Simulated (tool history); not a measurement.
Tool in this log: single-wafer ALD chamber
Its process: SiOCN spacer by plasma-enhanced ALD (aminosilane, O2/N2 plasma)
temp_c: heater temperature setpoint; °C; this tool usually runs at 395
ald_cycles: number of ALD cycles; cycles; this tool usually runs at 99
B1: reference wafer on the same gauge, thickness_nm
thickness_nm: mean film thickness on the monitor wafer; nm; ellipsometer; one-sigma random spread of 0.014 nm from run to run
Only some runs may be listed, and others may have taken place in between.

run 1 hour=0 | temp_c=395 ald_cycles=99 | B1=6.434 | thickness_nm=5.429
run 2 hour=76.8 | temp_c=387 ald_cycles=113 | B1=6.423 | thickness_nm=6.201
run 3 hour=122 | temp_c=387 ald_cycles=113 | B1=6.417 | thickness_nm=6.151
run 4 hour=215.2 | temp_c=387 ald_cycles=113 | B1=6.407 | thickness_nm=6.169
run 5 hour=288.2 | temp_c=395 ald_cycles=99 | B1=6.407 | thickness_nm=5.386
run 6 hour=377.2 | temp_c=405 ald_cycles=108 | B1=6.402 | thickness_nm=5.789
run 7 hour=452 | temp_c=405 ald_cycles=108 | B1=6.397 | thickness_nm=5.751
run 8 hour=555.8 | temp_c=405 ald_cycles=108 | B1=6.387 | thickness_nm=5.774
run 9 hour=629.1 | temp_c=395 ald_cycles=99 | B1=6.386 | thickness_nm=5.39
run 10 hour=720.2 | temp_c=395 ald_cycles=99 | B1=6.379 | thickness_nm=5.359
run 11 hour=805.4 | temp_c=395 ald_cycles=91 | B1=6.38 | thickness_nm=4.938
run 12 hour=867.7 | temp_c=395 ald_cycles=91 | B1=6.376 | thickness_nm=4.937
run 13 hour=923.2 | temp_c=392 ald_cycles=99 | B1=6.378 | thickness_nm=5.377
run 14 hour=991.4 | temp_c=407 ald_cycles=83 | B1=6.374 | thickness_nm=4.398
run 15 hour=1085.8 | temp_c=407 ald_cycles=83 | B1=6.375 | thickness_nm=4.4
run 16 hour=1141.5 | temp_c=407 ald_cycles=83 | B1=6.37 | thickness_nm=4.367
run 17 hour=1218.1 | temp_c=402 ald_cycles=84 | B1=6.367 | thickness_nm=4.52
run 18 hour=1261.8 | temp_c=402 ald_cycles=84 | B1=6.361 | thickness_nm=4.504
run 19 hour=1307.3 | temp_c=403 ald_cycles=107 | B1=6.359 | thickness_nm=5.731
-- hour=1321 thermocouple changed; heater temperature recalibrated
run 20 hour=1373.2 | temp_c=388 ald_cycles=85 | B1=6.364 | thickness_nm=4.586
run 21 hour=1444 | temp_c=391 ald_cycles=90 | B1=6.359 | thickness_nm=4.854
run 22 hour=1487.4 | temp_c=402 ald_cycles=79 | B1=6.367 | thickness_nm=4.262
run 23 hour=1542.3 | temp_c=395 ald_cycles=99 | B1=6.354 | thickness_nm=5.36
run 24 hour=1620.3 | temp_c=380 ald_cycles=88 | B1=6.361 | thickness_nm=4.753
run 25 hour=1670.5 | temp_c=395 ald_cycles=99 | B1=6.356 | thickness_nm=5.353
run 26 hour=1766.4 | temp_c=395 ald_cycles=99 | B1=6.362 | thickness_nm=5.354
run 27 hour=1827.5 | temp_c=395 ald_cycles=99 | B1=6.347 | thickness_nm=5.375
-- hour=1857.3 gauge calibrated
run 28 hour=1933.3 | temp_c=408 ald_cycles=99 | B1=6.442 | thickness_nm=5.279
run 29 hour=1992.8 | temp_c=395 ald_cycles=99 | B1=6.441 | thickness_nm=5.427
run 30 hour=2072.6 | temp_c=390 ald_cycles=91 | B1=6.432 | thickness_nm=4.98
run 31 hour=2124.6 | temp_c=385 ald_cycles=82 | B1=6.428 | thickness_nm=4.485
run 32 hour=2166.5 | temp_c=395 ald_cycles=99 | B1=6.424 | thickness_nm=5.4
run 33 hour=2233.4 | temp_c=381 ald_cycles=110 | B1=6.411 | thickness_nm=6.007
run 34 hour=2338.6 | temp_c=403 ald_cycles=99 | B1=6.407 | thickness_nm=5.361
run 35 hour=2441.3 | temp_c=405 ald_cycles=108 | B1=6.397 | thickness_nm=5.765
run 36 hour=2543.7 | temp_c=401 ald_cycles=99 | B1=6.387 | thickness_nm=5.342
run 37 hour=2645.4 | temp_c=386 ald_cycles=105 | B1=6.383 | thickness_nm=5.681

Same runs, no hidden state in the tool, same run-to-run variation:
What the log doesn't record here: wafer temperature above the value expected at the setpoint (K); gauge reads high (%).
run=1 thickness_nm=5.47
run=2 thickness_nm=6.254
run=3 thickness_nm=6.207
run=4 thickness_nm=6.234
run=5 thickness_nm=5.447
run=6 thickness_nm=5.86
run=7 thickness_nm=5.826
run=8 thickness_nm=5.854
run=9 thickness_nm=5.469
run=10 thickness_nm=5.441
run=11 thickness_nm=5.016
run=12 thickness_nm=5.017
run=13 thickness_nm=5.465
run=14 thickness_nm=4.472
run=15 thickness_nm=4.477
run=16 thickness_nm=4.444
run=17 thickness_nm=4.601
run=18 thickness_nm=4.585
run=19 thickness_nm=5.836
run=20 thickness_nm=4.67
run=21 thickness_nm=4.944
run=22 thickness_nm=4.342
run=23 thickness_nm=5.461
run=24 thickness_nm=4.844
run=25 thickness_nm=5.456
run=26 thickness_nm=5.458
run=27 thickness_nm=5.481
run=28 thickness_nm=5.303
run=29 thickness_nm=5.458
run=30 thickness_nm=5.017
run=31 thickness_nm=4.523
run=32 thickness_nm=5.449
run=33 thickness_nm=6.068
run=34 thickness_nm=5.424
run=35 thickness_nm=5.841
run=36 thickness_nm=5.418
run=37 thickness_nm=5.768
